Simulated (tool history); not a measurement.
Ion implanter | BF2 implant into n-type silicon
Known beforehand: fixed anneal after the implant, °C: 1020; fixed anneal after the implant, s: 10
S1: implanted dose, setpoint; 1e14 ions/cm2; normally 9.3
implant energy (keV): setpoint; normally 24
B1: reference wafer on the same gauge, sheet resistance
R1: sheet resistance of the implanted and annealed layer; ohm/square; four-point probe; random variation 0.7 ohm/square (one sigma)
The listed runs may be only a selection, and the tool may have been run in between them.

run 1 day=0 | S1=9.3 implant_energy_(keV)=28 | B1=220.86 | R1=176.02
run 2 day=4.262 | S1=7.94 implant_energy_(keV)=24 | B1=221.05 | R1=202.14
run 3 day=8.538 | S1=7.94 implant_energy_(keV)=24 | B1=220.72 | R1=203.33
run 4 day=12.358 | S1=7.94 implant_energy_(keV)=24 | B1=221.05 | R1=203.72
run 5 day=15.946 | S1=9.3 implant_energy_(keV)=24 | B1=220.9 | R1=191.56
run 6 day=20.067 | S1=9.3 implant_energy_(keV)=24 | B1=220.73 | R1=191.9
run 7 day=22.058 | S1=9.3 implant_energy_(keV)=24 | B1=220.99 | R1=190.83
-- day=23.617 Faraday cup replaced and dose calibrated
run 8 day=23.967 | S1=9.3 implant_energy_(keV)=24 | B1=221.35 | R1=189.04
run 9 day=28.204 | S1=9.3 implant_energy_(keV)=24 | B1=221.06 | R1=187.98
run 10 day=32.392 | S1=9.3 implant_energy_(keV)=24 | B1=221.16 | R1=189.67
run 11 day=35.154 | S1=8.65 implant_energy_(keV)=24 | B1=220.87 | R1=194.07
run 12 day=37.679 | S1=9.3 implant_energy_(keV)=18 | B1=220.89 | R1=212.82
run 13 day=41.767 | S1=9.3 implant_energy_(keV)=18 | B1=221.01 | R1=214.27
-- day=42.05 gauge calibrated
run 14 day=44.033 | S1=9.3 implant_energy_(keV)=24 | B1=220.86 | R1=190.3
run 15 day=47.475 | S1=10.3 implant_energy_(keV)=19.5 | B1=221.08 | R1=200.65
-- day=55.479 Faraday cup replaced and dose calibrated
run 16 day=56.242 | S1=7.38 implant_energy_(keV)=21.5 | B1=221.26 | R1=216.6
-- day=57.8 extraction supply calibrated
run 17 day=65.554 | S1=10.24 implant_energy_(keV)=32 | B1=220.99 | R1=161.59
run 18 day=68.175 | S1=9.3 implant_energy_(keV)=16.5 | B1=221.1 | R1=221.49
run 19 day=71.296 | S1=11.59 implant_energy_(keV)=29 | B1=220.98 | R1=159.87
run 20 day=75.283 | S1=9.3 implant_energy_(keV)=17.5 | B1=220.77 | R1=215.89
run 21 day=78.896 | S1=9.3 implant_energy_(keV)=24 | B1=221 | R1=191.3
-- day=82.021 Faraday cup replaced and dose calibrated
run 22 day=82.933 | S1=9.3 implant_energy_(keV)=24 | B1=220.89 | R1=188.06
run 23 day=86.883 | S1=9.3 implant_energy_(keV)=18 | B1=221.13 | R1=212.53
run 24 day=89.988 | S1=9.3 implant_energy_(keV)=24 | B1=220.77 | R1=190.13
run 25 day=93.321 | S1=9.3 implant_energy_(keV)=24 | B1=220.93 | R1=190.44
run 26 day=95.092 | S1=10.42 implant_energy_(keV)=24 | B1=221.06 | R1=181.66
run 27 day=99.125 | S1=11.02 implant_energy_(keV)=28.5 | B1=220.87 | R1=165.24
run 28 day=100.996 | S1=11.24 implant_energy_(keV)=31.5 | B1=221.11 | R1=156.73
run 29 day=105.212 | S1=9.3 implant_energy_(keV)=24 | B1=221.12 | R1=191.08
run 30 day=108.992 | S1=7.3 implant_energy_(keV)=28 | B1=220.87 | R1=206.62
-- day=109.983 Faraday cup replaced and dose calibrated
run 31 day=111.296 | S1=11.7 implant_energy_(keV)=16.5 | B1=221.16 | R1=205.82
run 32 day=113.383 | S1=10.25 implant_energy_(keV)=16 | B1=220.73 | R1=216.16
run 33 day=116.488 | S1=8.38 implant_energy_(keV)=26.5 | B1=221.04 | R1=188.45
run 34 day=118.146 | S1=9.3 implant_energy_(keV)=32.5 | B1=221.15 | R1=166.68

Estimate the outcome of run 35 from the log above:
run 35 day=120.221 | S1=11.09 implant_energy_(keV)=28.5 | B1=? | R1=?

{"run 35": {"B1": 221.08, "R1": 162.96}}
On a tool with no hidden condition, and with the same random variation, this run would have come out at R1 162.43 ohm/square.
